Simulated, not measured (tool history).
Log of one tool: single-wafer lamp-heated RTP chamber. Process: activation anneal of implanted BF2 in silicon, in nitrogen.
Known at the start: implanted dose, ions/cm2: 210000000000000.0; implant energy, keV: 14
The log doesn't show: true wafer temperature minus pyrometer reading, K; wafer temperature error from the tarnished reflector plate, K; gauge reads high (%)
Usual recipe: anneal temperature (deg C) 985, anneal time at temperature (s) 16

run    hour  anneal temperature (deg C)  anneal time at temperature (s)  wafers since the last listed run  wafers since the last pyrometer calibration  wafers since the reflector plate was cleaned  hours since the gauge calibration  read-back reference wafer on the same gauge, sheet resistance  sheet resistance of the implanted and annealed layer (ohm/square)
  1       0                        1009                              16                                 0                                         5170                                          2649                              281.3                                                         592.99                                                             560.62
  2    53.1                        1009                              16                              1118                                         6288                                          3767                              334.4                                                         593.72                                                              561.7
  3   129.1                         985                              16                              1600                                         7888                                          5367                              410.4                                                         593.08                                                              570.1
      137.3  -- pyrometer window cleaned and pyrometer calibrated
      210.3  -- reflector plate cleaned
  4   227.4                         985                              16                              1732                                         1728                                           359                              508.7                                                         592.93                                                             562.51
  5   309.4                         985                              16                              1726                                         3455                                          2085                              590.7                                                         593.77                                                             565.27
  6   386.1                         975                              16                              1615                                         5070                                          3700                              667.4                                                         593.06                                                             575.29
  7   464.8                         975                              16                              1657                                         6727                                          5358                              746.1                                                         593.22                                                             570.45
  8   528.4                         975                              16                              1339                                         8066                                          6697                              809.7                                                         593.48                                                              572.9
      540.3  -- pyrometer window cleaned and pyrometer calibrated
      597.1  -- reflector plate cleaned
  9   610.2                         985                              16                              1385                                         1303                                           276                              891.5                                                         594.32                                                             565.92
 10   666.9                         985                              16                              1193                                         2497                                          1469                              948.2                                                         593.91                                                             567.61
 11   733.7                         985                              16                              1406                                         3904                                          2876                               1015                                                         592.65                                                              565.3
 12   835.9                         985                              20                              2151                                         6055                                          5028                             1117.2                                                         591.73                                                             563.28
      898.4  -- pyrometer window cleaned and pyrometer calibrated
 13   898.9                         985                              16                              1158                                            9                                          6186                             1180.2                                                          593.3                                                             567.31
 14   953.2                        1009                              16                              1143                                         1153                                          7329                             1234.5                                                         592.94                                                             561.41
      966.8  -- reflector plate cleaned
 15  1019.5                         975                              16                              1227                                         2380                                          1109                             1300.8                                                         593.35                                                             572.02
 16    1108                        1007                              16                              1863                                         4244                                          2973                             1389.3                                                         592.89                                                             559.53
 17    1199                        1006                              16                              1916                                         6160                                          4889                             1480.3                                                         592.31                                                             561.36
 18  1266.9                         955                              22                              1429                                         7590                                          6319                             1548.2                                                         593.09                                                             591.52
     1279.1  -- gauge calibrated
     1303.1  -- pyrometer window cleaned and pyrometer calibrated
 19  1366.6                         985                              16                              1930                                         1337                                          8249                               87.5                                                          593.4                                                             564.95
     1384.1  -- reflector plate cleaned
 20  1449.6                         965                              13                              1579                                         2916                                          1378                              170.5                                                          592.5                                                             585.16
 21  1544.2                         971                              16                              1991                                         4908                                          3370                              265.1                                                         593.23                                                             574.59
 22    1615                         985                              16                              1490                                         6399                                          4861                              335.9                                                         592.75                                                             561.27
 23  1666.6                         985                              16                              1086                                         7485                                          5948                              387.5                                                         593.89                                                             560.64
       1750  -- pyrometer window cleaned and pyrometer calibrated
 24  1750.5                        1007                               8                              1598                                           10                                          7546                              471.4                                                          593.3                                                             566.56
     1763.4  -- reflector plate cleaned
 25  1819.3                        1007                               9                              1280                                         1291                                          1176                              540.2                                                         593.21                                                             561.82
 26  1856.3                         975                              13                               779                                         2070                                          1955                              577.2                                                         593.53                                                             571.06
 27  1935.8                         996                              12                              1673                                         3744                                          3629                              656.7                                                          592.2                                                             563.68

3 ways to go on from here, each from the tool as it stands after run 27. What would each give?
  A  1936.2                        1008                              16                                 8                                         3752                                          3637                              657.1                                                              ?                                                                  ?
  B  1936.2                         968                               8                                 8                                         3752                                          3637                              657.1                                                              ?                                                                  ?
  C  1936.2                         965                               7                                 8                                         3752                                          3637                              657.1                                                              ?                                                                  ?

run  read-back reference wafer on the same gauge, sheet resistance  sheet resistance of the implanted and annealed layer (ohm/square)
  A                                                         592.85                                                             561.12
  B                                                         592.85                                                             581.29
  C                                                         592.85                                                             586.11
Stripped of hidden state, with their random variation kept, the same runs would have yielded:
run  sheet resistance of the implanted and annealed layer (ohm/square)
  A                                                             561.12
  B                                                             581.29
  C                                                             586.11
